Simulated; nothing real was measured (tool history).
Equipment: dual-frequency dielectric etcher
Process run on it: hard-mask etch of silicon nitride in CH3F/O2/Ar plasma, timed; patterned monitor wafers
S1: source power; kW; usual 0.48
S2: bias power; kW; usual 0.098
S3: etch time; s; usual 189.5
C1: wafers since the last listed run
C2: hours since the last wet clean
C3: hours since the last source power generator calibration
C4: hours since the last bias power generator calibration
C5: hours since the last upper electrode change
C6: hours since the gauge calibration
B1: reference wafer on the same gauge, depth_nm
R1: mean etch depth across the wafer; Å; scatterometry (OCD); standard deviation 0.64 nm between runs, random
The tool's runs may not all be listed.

{"run": 1, "hour": 0.0, "S1": 0.48, "S2": 0.079, "S3": 189.5, "C1": 0, "C2": 372.1, "C3": 3924.7, "C4": 4575.9, "C5": 4113.9, "C6": 165.4, "B1": 195, "R1": 1620}
{"run": 2, "hour": 54.6, "S1": 0.48, "S2": 0.079, "S3": 189.5, "C1": 351, "C2": 426.7, "C3": 3979.3, "C4": 4630.5, "C5": 4168.5, "C6": 220, "B1": 195.1, "R1": 1610}
{"run": 3, "hour": 117.8, "S1": 0.48, "S2": 0.079, "S3": 189.5, "C1": 407, "C2": 489.9, "C3": 4042.5, "C4": 4693.7, "C5": 4231.7, "C6": 283.2, "B1": 195.2, "R1": 1613}
{"run": 4, "hour": 174.7, "S1": 0.48, "S2": 0.098, "S3": 218, "C1": 366, "C2": 546.8, "C3": 4099.4, "C4": 4750.6, "C5": 4288.6, "C6": 340.1, "B1": 195.1, "R1": 1973}
{"run": 5, "hour": 210.8, "S1": 0.48, "S2": 0.098, "S3": 218, "C1": 232, "C2": 582.9, "C3": 4135.5, "C4": 4786.7, "C5": 4324.7, "C6": 376.2, "B1": 194.8, "R1": 1963}
{"run": 6, "hour": 277.9, "S1": 0.48, "S2": 0.098, "S3": 189.5, "C1": 432, "C2": 650, "C3": 4202.6, "C4": 4853.8, "C5": 4391.8, "C6": 443.3, "B1": 195.3, "R1": 1702}
{"hour": 338.7, "done": "wet clean of the chamber"}
{"run": 7, "hour": 349.0, "S1": 0.48, "S2": 0.098, "S3": 189.5, "C1": 303, "C2": 10.3, "C3": 4273.7, "C4": 4924.9, "C5": 4462.9, "C6": 514.4, "B1": 194.9, "R1": 1763}
{"run": 8, "hour": 388.4, "S1": 0.48, "S2": 0.098, "S3": 189.5, "C1": 254, "C2": 49.7, "C3": 4313.1, "C4": 4964.3, "C5": 4502.3, "C6": 553.8, "B1": 195.1, "R1": 1769}
{"hour": 406.5, "done": "bias power generator calibrated"}
{"run": 9, "hour": 449.8, "S1": 0.48, "S2": 0.098, "S3": 189.5, "C1": 370, "C2": 111.1, "C3": 4374.5, "C4": 43.3, "C5": 4563.7, "C6": 615.2, "B1": 194.9, "R1": 1752}
{"run": 10, "hour": 480.6, "S1": 0.48, "S2": 0.098, "S3": 189.5, "C1": 198, "C2": 141.9, "C3": 4405.3, "C4": 74.1, "C5": 4594.5, "C6": 646, "B1": 195.1, "R1": 1758}
{"hour": 501.0, "done": "source power generator calibrated"}
{"run": 11, "hour": 543.6, "S1": 0.48, "S2": 0.098, "S3": 189.5, "C1": 380, "C2": 204.9, "C3": 42.6, "C4": 137.1, "C5": 4657.5, "C6": 709, "B1": 195.2, "R1": 1742}
{"run": 12, "hour": 602.4, "S1": 0.42, "S2": 0.105, "S3": 223.5, "C1": 379, "C2": 263.7, "C3": 101.4, "C4": 195.9, "C5": 4716.3, "C6": 767.8, "B1": 194.8, "R1": 1942}
{"run": 13, "hour": 645.5, "S1": 0.39, "S2": 0.075, "S3": 206.5, "C1": 277, "C2": 306.8, "C3": 144.5, "C4": 239, "C5": 4759.4, "C6": 810.9, "B1": 194.9, "R1": 1534}
{"run": 14, "hour": 694.8, "S1": 0.48, "S2": 0.098, "S3": 212, "C1": 317, "C2": 356.1, "C3": 193.8, "C4": 288.3, "C5": 4808.7, "C6": 860.2, "B1": 195.1, "R1": 1950}
{"hour": 748.3, "done": "gauge calibrated"}
{"run": 15, "hour": 748.9, "S1": 0.48, "S2": 0.098, "S3": 211.5, "C1": 348, "C2": 410.2, "C3": 247.9, "C4": 342.4, "C5": 4862.8, "C6": 0.6, "B1": 195, "R1": 1926}
{"run": 16, "hour": 783.8, "S1": 0.39, "S2": 0.078, "S3": 136.5, "C1": 224, "C2": 445.1, "C3": 282.8, "C4": 377.3, "C5": 4897.7, "C6": 35.5, "B1": 195.1, "R1": 1019}
{"hour": 853.9, "done": "upper electrode replaced"}
{"run": 17, "hour": 854.4, "S1": 0.43, "S2": 0.121, "S3": 234, "C1": 300, "C2": 515.7, "C3": 353.4, "C4": 447.9, "C5": 0.5, "C6": 106.1, "B1": 195.2, "R1": 2120}
{"run": 18, "hour": 888.1, "S1": 0.48, "S2": 0.091, "S3": 170.5, "C1": 217, "C2": 549.4, "C3": 387.1, "C4": 481.6, "C5": 34.2, "C6": 139.8, "B1": 195, "R1": 1505}
{"run": 19, "hour": 955.0, "S1": 0.6, "S2": 0.117, "S3": 189.5, "C1": 431, "C2": 616.3, "C3": 454, "C4": 548.5, "C5": 101.1, "C6": 206.7, "B1": 194.7, "R1": 2057}
{"hour": 1015.8, "done": "wet clean of the chamber"}
{"run": 20, "hour": 1016.3, "S1": 0.48, "S2": 0.098, "S3": 189.5, "C1": 240, "C2": 0.5, "C3": 515.3, "C4": 609.8, "C5": 162.4, "C6": 268, "B1": 194.9, "R1": 1768}
{"run": 21, "hour": 1030.6, "S1": 0.48, "S2": 0.085, "S3": 212.5, "C1": 92, "C2": 14.8, "C3": 529.6, "C4": 624.1, "C5": 176.7, "C6": 282.3, "B1": 194.7, "R1": 1905}
{"run": 22, "hour": 1068.5, "S1": 0.48, "S2": 0.098, "S3": 189.5, "C1": 244, "C2": 52.7, "C3": 567.5, "C4": 662, "C5": 214.6, "C6": 320.2, "B1": 195.3, "R1": 1763}
{"run": 23, "hour": 1111.0, "S1": 0.59, "S2": 0.077, "S3": 152.5, "C1": 273, "C2": 95.2, "C3": 610, "C4": 704.5, "C5": 257.1, "C6": 362.7, "B1": 195, "R1": 1480}

Forecast each of these 3 alternatives for the next run:
{"run": "A", "hour": 1111.5, "S1": 0.48, "S2": 0.088, "S3": 189.5, "C1": 3, "C2": 95.7, "C3": 610.5, "C4": 705, "C5": 257.6, "C6": 363.2, "B1": "?", "R1": "?"}
{"run": "B", "hour": 1111.5, "S1": 0.6, "S2": 0.075, "S3": 234, "C1": 3, "C2": 95.7, "C3": 610.5, "C4": 705, "C5": 257.6, "C6": 363.2, "B1": "?", "R1": "?"}
{"run": "C", "hour": 1111.5, "S1": 0.41, "S2": 0.098, "S3": 140, "C1": 3, "C2": 95.7, "C3": 610.5, "C4": 705, "C5": 257.6, "C6": 363.2, "B1": "?", "R1": "?"}

run=A B1=195 R1=1712
run=B B1=195 R1=2297
run=C B1=195 R1=1182
Without the tool's unlogged condition, the same runs would have read:
run=A R1=1724
run=B R1=2313
run=C R1=1191
